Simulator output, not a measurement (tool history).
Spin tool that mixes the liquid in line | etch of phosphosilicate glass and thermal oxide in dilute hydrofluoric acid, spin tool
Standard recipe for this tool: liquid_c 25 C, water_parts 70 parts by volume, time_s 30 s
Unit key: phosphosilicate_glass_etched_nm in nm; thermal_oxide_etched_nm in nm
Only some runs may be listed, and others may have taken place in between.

| run | day | liquid_c | water_parts | time_s | wafers since the last listed run | hours since the thermometer was replaced | hours since the hydrofluoric acid flow meter was replaced | hours since the gauge calibration | read-back film thickness of the phosphosilicate glass reference wafer, read on the same gauge (nm) | read-back film thickness of the thermal oxide reference wafer, read on the same gauge (nm) | phosphosilicate_glass_etched_nm | thermal_oxide_etched_nm |
|---|---|---|---|---|---|---|---|---|---|---|---|---|
| 1 | 0 | 25 | 70 | 30 | 0 | 1216.8 | 250.2 | 2818.2 | 99.98 | 59.998 | 69.29 | 2.161 |
| 2 | 2.333 | 25 | 80 | 20 | 761 | 1272.8 | 306.2 | 2874.2 | 100.02 | 60.02 | 40.33 | 1.235 |
| 3 | 4.858 | 26.5 | 70 | 15 | 824 | 1333.4 | 366.8 | 2934.8 | 100 | 60.046 | 37.22 | 1.159 |
| 4 | 6.454 | 25 | 70 | 15 | 520 | 1371.7 | 405.1 | 2973.1 | 99.99 | 60.025 | 35.21 | 1.093 |
| 5 | 10.338 | 25 | 70 | 15 | 1267 | 1464.9 | 498.3 | 3066.3 | 100 | 59.983 | 35.9 | 1.126 |
|  | 11.792 | hydrofluoric acid flow meter replaced |
| 6 | 13.371 | 25 | 50 | 20 | 976 | 1537.7 | 37.9 | 3139.1 | 99.98 | 59.969 | 65.41 | 2.057 |
| 7 | 15.971 | 21 | 80 | 15 | 848 | 1600.1 | 100.3 | 3201.5 | 100.01 | 60.002 | 25.23 | 0.771 |
| 8 | 17.496 | 25 | 70 | 30 | 497 | 1636.7 | 136.9 | 3238.1 | 100.02 | 60.011 | 68.92 | 2.126 |
| 9 | 20.733 | 25 | 70 | 45 | 1056 | 1714.4 | 214.6 | 3315.8 | 100.04 | 59.978 | 104.59 | 3.277 |
| 10 | 24.738 | 27 | 70 | 50 | 1307 | 1810.5 | 310.7 | 3411.9 | 100 | 59.995 | 127.45 | 3.918 |
| 11 | 27.933 | 21.5 | 45 | 20 | 1043 | 1887.2 | 387.4 | 3488.6 | 100.01 | 59.955 | 66.31 | 2.081 |
| 12 | 31.942 | 25 | 70 | 30 | 1308 | 1983.4 | 483.6 | 3584.8 | 99.99 | 59.981 | 72.37 | 2.221 |
|  | 34.279 | gauge calibrated |
| 13 | 34.654 | 25 | 40 | 40 | 885 | 2048.5 | 548.7 | 9 | 100.03 | 59.987 | 174.77 | 5.441 |
| 14 | 36.308 | 25 | 70 | 30 | 540 | 2088.2 | 588.4 | 48.7 | 100 | 59.99 | 72.94 | 2.24 |
|  | 37.162 | thermometer replaced |
| 15 | 38.025 | 25 | 70 | 30 | 546 | 20.7 | 629.6 | 89.9 | 99.98 | 59.989 | 72.54 | 2.282 |
|  | 39.246 | hydrofluoric acid flow meter replaced |
| 16 | 41.179 | 25 | 105 | 45 | 1016 | 96.4 | 46.4 | 165.6 | 100 | 60.011 | 63.74 | 2.018 |
| 17 | 48.05 | 23.5 | 50 | 40 | 2243 | 261.3 | 211.3 | 330.5 | 99.99 | 59.989 | 122.74 | 3.856 |
| 18 | 51.962 | 25 | 70 | 30 | 1277 | 355.2 | 305.2 | 424.4 | 99.98 | 59.975 | 69.27 | 2.146 |
| 19 | 56.138 | 25 | 45 | 30 | 1363 | 455.4 | 405.4 | 524.6 | 99.97 | 60.004 | 112.96 | 3.516 |
| 20 | 64.196 | 25 | 80 | 30 | 2630 | 648.8 | 598.8 | 718 | 100 | 60.009 | 61.31 | 1.935 |
| 21 | 66.021 | 29 | 95 | 15 | 595 | 692.6 | 642.6 | 761.8 | 100.02 | 59.971 | 30.12 | 0.937 |
|  | 66.588 | hydrofluoric acid flow meter replaced |
| 22 | 68.404 | 25 | 95 | 45 | 764 | 749.8 | 43.6 | 819 | 99.99 | 60.002 | 71.86 | 2.212 |
| 23 | 69.908 | 28.5 | 50 | 40 | 491 | 785.9 | 79.7 | 855.1 | 100.03 | 59.995 | 150.33 | 4.667 |
| 24 | 72.162 | 25 | 70 | 40 | 735 | 840 | 133.8 | 909.2 | 99.98 | 60.03 | 90.23 | 2.815 |

Each row is a separate what-if for the run after 24, all from the same tool condition, not one after another. Results?
| A | 72.179 | 20.5 | 70 | 30 | 5 | 840.4 | 134.2 | 909.6 | ? | ? | ? | ? |
| B | 72.179 | 25 | 70 | 20 | 5 | 840.4 | 134.2 | 909.6 | ? | ? | ? | ? |
| C | 72.179 | 21.5 | 40 | 15 | 5 | 840.4 | 134.2 | 909.6 | ? | ? | ? | ? |
| D | 72.179 | 29.5 | 70 | 50 | 5 | 840.4 | 134.2 | 909.6 | ? | ? | ? | ? |
| E | 72.179 | 27 | 50 | 15 | 5 | 840.4 | 134.2 | 909.6 | ? | ? | ? | ? |

| run | read-back film thickness of the phosphosilicate glass reference wafer, read on the same gauge (nm) | read-back film thickness of the thermal oxide reference wafer, read on the same gauge (nm) | phosphosilicate_glass_etched_nm | thermal_oxide_etched_nm |
|---|---|---|---|---|
| A | 100.01 | 59.984 | 56.4 | 1.794 |
| B | 100.01 | 59.984 | 45.22 | 1.439 |
| C | 100.01 | 59.984 | 53.35 | 1.697 |
| D | 100.01 | 59.984 | 135.02 | 4.295 |
| E | 100.01 | 59.984 | 52.86 | 1.682 |
Had the tool no hidden state, the same runs would have come out as:
| run | phosphosilicate_glass_etched_nm | thermal_oxide_etched_nm |
|---|---|---|
| A | 55.21 | 1.756 |
| B | 44.25 | 1.408 |
| C | 52.26 | 1.663 |
| D | 132.11 | 4.203 |
| E | 51.75 | 1.646 |
